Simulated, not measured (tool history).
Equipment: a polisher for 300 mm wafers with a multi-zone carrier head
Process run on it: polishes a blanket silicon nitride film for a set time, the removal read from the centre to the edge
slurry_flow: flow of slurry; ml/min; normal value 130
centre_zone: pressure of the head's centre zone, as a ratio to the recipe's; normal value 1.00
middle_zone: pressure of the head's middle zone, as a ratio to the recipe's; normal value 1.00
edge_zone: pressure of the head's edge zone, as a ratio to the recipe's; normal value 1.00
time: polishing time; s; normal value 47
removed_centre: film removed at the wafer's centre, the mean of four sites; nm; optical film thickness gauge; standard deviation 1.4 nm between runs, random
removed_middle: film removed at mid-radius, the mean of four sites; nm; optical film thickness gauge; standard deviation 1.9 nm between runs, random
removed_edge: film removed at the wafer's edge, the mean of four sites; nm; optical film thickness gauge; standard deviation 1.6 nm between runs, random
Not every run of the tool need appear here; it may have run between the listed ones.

run    hour  slurry_flow  centre_zone  middle_zone  edge_zone  time  incoming thickness of the incoming film, nm  removed_centre  removed_middle  removed_edge
  1     0.0          130         1.00         1.00       1.00    47                                        361.8           141.6           139.1         141.6
       47.8  -- slurry nozzle cleaned
  2    51.6          130         1.00         1.00       1.00    47                                        356.0           152.1           150.5         148.2
  3   104.4          130         1.00         1.00       1.00    47                                        362.0           148.5           151.0         148.9
  4   170.3          115         0.92         0.90       1.05    47                                        355.0           134.8           129.5         148.6
      237.3  -- centre zone pressure recalibrated
  5   237.8          130         0.92         0.95       1.05    63                                        364.3           179.4           185.1         198.1
      290.3  -- edge zone pressure recalibrated
  6   296.0          130         1.00         1.00       1.00    47                                        358.1           143.8           139.5         140.7
  7   327.6          130         1.00         1.00       1.00    47                                        365.2           140.7           142.3         141.0
      354.2  -- worn pad replaced by a new one
  8   357.8          130         0.96         1.00       1.00    61                                        365.5           173.0           183.0         184.5
  9   397.1          120         1.04         1.00       1.00    47                                        362.4           140.3           135.8         135.7
 10   459.2          130         0.96         1.00       1.00    61                                        361.5           168.8           172.6         178.3
      480.2  -- slurry nozzle cleaned
 11   522.4          130         1.00         1.00       0.93    47                                        356.8           152.0           151.2         143.1
      558.3  -- carrier head's membrane replaced by a new one
 12   565.9          130         1.00         1.00       1.00    47                                        360.2           150.7           147.1         148.9
 13   594.0          130         0.93         1.12       0.97    35                                        356.3           103.2           122.5         105.8
 14   662.2          130         1.00         1.00       1.00    47                                        364.4           146.0           145.0         146.6
 15   733.0          130         1.00         1.05       1.09    47                                        357.3           142.5           146.6         147.3
      755.4  -- worn pad replaced by a new one
 16   797.1          100         1.00         1.00       1.00    47                                        358.4           130.6           130.9         135.2
 17   862.7          130         1.12         1.00       0.90    32                                        358.4           104.9            97.2          92.7
      883.3  -- slurry nozzle cleaned
 18   920.8          130         1.00         1.00       1.00    47                                        354.3           152.7           152.0         149.0
 19   947.6          130         1.00         1.05       1.00    47                                        365.7           149.6           152.5         148.6
 20  1009.1          130         0.91         1.00       1.00    47                                        359.5           136.2           147.2         146.1
 21  1075.8          130         1.00         0.88       0.95    36                                        358.1           112.6           101.8         110.9
     1155.1  -- worn pad replaced by a new one
 22  1163.7          130         1.00         1.00       1.00    47                                        359.6           143.6           144.4         143.3

Selected run-to-run steps in removed_centre, each split into two signed amounts: the part the tool would show with no hidden state at all (from settings, incoming material and random variation), and the remainder, which goes to the hidden state together with any gauge scatter not common to the measured and the hidden-state-free results:
Hidden state present: removal rate lost through wear of the pad, %; slurry flow missing at the pad, %; deviation of the centre zone's pressure from its setpoint, %; deviation of the edge zone's pressure from its setpoint, %.
Run 1 -> 2: slurry nozzle cleaned. removed_centre +10.5 nm: hidden state +11.0, all else -0.5.
Run 10 -> 11: centre_zone 0.96 -> 1.00, edge_zone 1.00 -> 0.93, time 61 -> 47, slurry nozzle cleaned. removed_centre -16.8 nm: hidden state +21.3, all else -38.1.
Run 12 -> 13: centre_zone 1.00 -> 0.93, middle_zone 1.00 -> 1.12, edge_zone 1.00 -> 0.97, time 47 -> 35. removed_centre -47.5 nm: hidden state +0.2, all else -47.7.
Run 17 -> 18: centre_zone 1.12 -> 1.00, edge_zone 0.90 -> 1.00, time 32 -> 47, slurry nozzle cleaned. removed_centre +47.8 nm: hidden state +8.8, all else +39.0.

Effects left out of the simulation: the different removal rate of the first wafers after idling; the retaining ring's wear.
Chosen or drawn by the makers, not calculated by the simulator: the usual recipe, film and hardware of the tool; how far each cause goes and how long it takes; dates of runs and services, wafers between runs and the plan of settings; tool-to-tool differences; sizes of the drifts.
